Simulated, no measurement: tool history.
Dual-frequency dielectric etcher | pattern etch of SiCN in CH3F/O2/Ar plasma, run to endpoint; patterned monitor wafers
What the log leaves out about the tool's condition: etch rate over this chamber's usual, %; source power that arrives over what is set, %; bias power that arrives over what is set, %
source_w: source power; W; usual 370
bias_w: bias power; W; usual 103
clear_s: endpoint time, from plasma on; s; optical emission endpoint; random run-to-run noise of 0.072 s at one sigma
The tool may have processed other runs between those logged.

run     day  source_w  bias_w  wafers since the last listed run  hours since the last wet clean  hours since the last source power generator calibration  hours since the last bias power generator calibration  hours since the last upper electrode change  incoming incoming film thickness, nm  clear_s
  1       0       370     103                                 0                             3.5                                                   2331.1                                                 4758.3                                       4232.4                                 11.51     23.7
  2   2.217       370     103                               512                            56.7                                                   2384.3                                                 4811.5                                       4285.6                                 11.67     24.1
  3   3.842       370     103                               375                            95.7                                                   2423.3                                                 4850.5                                       4324.6                                 11.58     23.9
  4   4.921       370     103                               249                           121.6                                                   2449.2                                                 4876.4                                       4350.5                                 11.57     23.7
  5   6.488       350      89                               362                           159.2                                                   2486.8                                                   4914                                       4388.1                                 11.58     25.8
  6   9.033       350      89                               588                           220.3                                                   2547.9                                                 4975.1                                       4449.2                                 11.61     25.7
  7  10.296       370     115                               292                           250.6                                                   2578.2                                                 5005.4                                       4479.5                                 11.55     22.1
  8  12.012       370      93                               397                           291.8                                                   2619.4                                                 5046.6                                       4520.7                                 11.44     24.2
  9  14.596       370      93                               597                           353.8                                                   2681.4                                                 5108.6                                       4582.7                                  11.4       24
     16.208  -- wet clean of the chamber
 10  16.308       310     103                               164                             2.4                                                   2722.5                                                 5149.7                                       4623.8                                 11.48     24.8
     17.458  -- bias power generator calibrated
 11  18.938       310     103                               569                            65.5                                                   2785.6                                                   35.5                                       4686.9                                 11.52     24.9
 12  20.542       310     103                               371                             104                                                   2824.1                                                     74                                       4725.4                                 11.51     24.9
 13  21.971       370     103                               330                           138.3                                                   2858.4                                                  108.3                                       4759.7                                 11.49     23.5
 14  24.138       320      83                               501                           190.3                                                   2910.4                                                  160.3                                       4811.7                                 11.59     27.6
     25.183  -- upper electrode replaced
 15  26.188       450     121                               242                           239.5                                                   2959.6                                                  209.5                                         24.1                                 11.47     20.3
 16  29.042       330      91                               660                             308                                                   3028.1                                                    278                                         92.6                                 11.46     25.4
 17  30.158       370     115                               258                           334.8                                                   3054.9                                                  304.8                                        119.4                                 11.46     21.7
     31.262  -- wet clean of the chamber
 18  31.962       410     126                               186                            16.8                                                   3098.2                                                  348.1                                        162.7                                 11.45     20.8
     33.312  -- source power generator calibrated
 19  34.825       370     103                               623                            85.5                                                     36.3                                                  416.8                                        231.4                                 11.43     23.4
 20  37.779       420      81                               683                           156.4                                                    107.2                                                  487.7                                        302.3                                 11.42     25.3
 21  40.104       370     103                               537                           212.2                                                      163                                                  543.5                                        358.1                                 11.57     23.5
 22  41.721       370     103                               374                             251                                                    201.8                                                  582.3                                        396.9                                 11.58     23.4
     44.183  -- wet clean of the chamber
 23  44.467       370      88                               403                             6.8                                                    267.7                                                  648.2                                        462.8                                 11.56     26.2
 24  46.904       300     103                               563                            65.3                                                    326.2                                                  706.7                                        521.3                                 11.52     25.3
 25  49.371       340     126                               570                           124.5                                                    385.4                                                  765.9                                        580.5                                 11.49     21.9
 26  50.646       340      94                               294                           155.1                                                      416                                                  796.5                                        611.1                                 11.43     25.2

What if the next run were any one of these 4? Each begins from the tool's condition after run 26:
  A  50.662       370     126                                 3                           155.5                                                    416.4                                                  796.9                                        611.5                                 11.38        ?
  B  50.662       370     119                                 3                           155.5                                                    416.4                                                  796.9                                        611.5                                 11.38        ?
  C  50.662       450      95                                 3                           155.5                                                    416.4                                                  796.9                                        611.5                                 11.38        ?
  D  50.662       370     121                                 3                           155.5                                                    416.4                                                  796.9                                        611.5                                 11.38        ?

run  clear_s
  A     21.1
  B     21.7
  C     23.1
  D     21.5
Take away the tool's hidden state, keep each run's random variation, and the runs would have read:
run  clear_s
  A     21.3
  B       22
  C     23.3
  D     21.8

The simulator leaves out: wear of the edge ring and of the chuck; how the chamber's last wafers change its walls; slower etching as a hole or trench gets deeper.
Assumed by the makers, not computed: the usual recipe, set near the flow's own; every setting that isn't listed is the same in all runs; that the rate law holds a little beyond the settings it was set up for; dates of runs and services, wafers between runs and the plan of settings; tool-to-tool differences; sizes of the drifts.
